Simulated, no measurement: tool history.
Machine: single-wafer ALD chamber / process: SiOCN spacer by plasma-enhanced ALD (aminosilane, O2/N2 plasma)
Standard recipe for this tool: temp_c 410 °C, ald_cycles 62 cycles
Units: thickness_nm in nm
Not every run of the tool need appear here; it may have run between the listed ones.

run,hour,temp_c,ald_cycles,"read-back reference wafer on the same gauge, thickness_nm",thickness_nm
1,0,410,62,3.119,3.826
2,16.3,410,62,3.12,3.796
3,37.4,410,62,3.119,3.813
4,64,410,62,3.12,3.818
5,80.8,410,62,3.12,3.823
6,101.2,410,62,3.121,3.813
7,127.7,417,62,3.121,3.725
8,148.2,417,62,3.121,3.72
# hour 157.4: gauge calibrated
9,168.7,417,62,3.121,3.727
10,196.1,410,54,3.122,3.322
11,220.1,422,62,3.12,3.655
12,248.7,422,62,3.118,3.666
13,265.5,410,55,3.119,3.382
14,278.5,410,55,3.121,3.392
15,305.4,410,55,3.121,3.391
16,339.9,416,62,3.119,3.719
17,360.8,416,62,3.119,3.736
18,439,410,62,3.121,3.822
# hour 486.6: thermocouple changed; heater temperature recalibrated
19,492.7,410,62,3.118,3.829
20,509.7,410,62,3.119,3.811
21,555.4,401,62,3.119,3.913
22,570,410,62,3.12,3.812
23,603.1,403,53,3.12,3.316
24,628.6,403,73,3.121,4.567
25,640.7,399,62,3.12,3.942
26,674.1,410,62,3.12,3.805
27,707.6,410,62,3.121,3.807
# hour 724.6: gauge calibrated
28,736.9,421,56,3.122,3.35
29,756.9,396,55,3.118,3.485
30,788.5,410,62,3.122,3.817
31,810.1,410,62,3.119,3.805
32,832,423,57,3.119,3.369
33,847.3,410,62,3.12,3.804
34,861.9,416,62,3.118,3.742
35,879.7,410,62,3.121,3.826
36,898.7,417,57,3.119,3.44
37,923.7,422,50,3.121,2.955
38,937.2,406,58,3.12,3.589
39,953.2,421,55,3.118,3.275
40,972.3,398,55,3.12,3.49
41,1002.1,395,55,3.119,3.489
42,1016.6,401,69,3.121,4.362

What if the next run were any one of these 3? Each begins from the tool's condition after run 42:
A,1017.1,405,62,?,?
B,1017.1,418,62,?,?
C,1017.1,418,51,?,?

run,"read-back reference wafer on the same gauge, thickness_nm",thickness_nm
A,3.12,3.879
B,3.12,3.733
C,3.12,3.071
Had the tool no hidden state, the same runs would have come out as:
run,thickness_nm
A,3.879
B,3.733
C,3.071
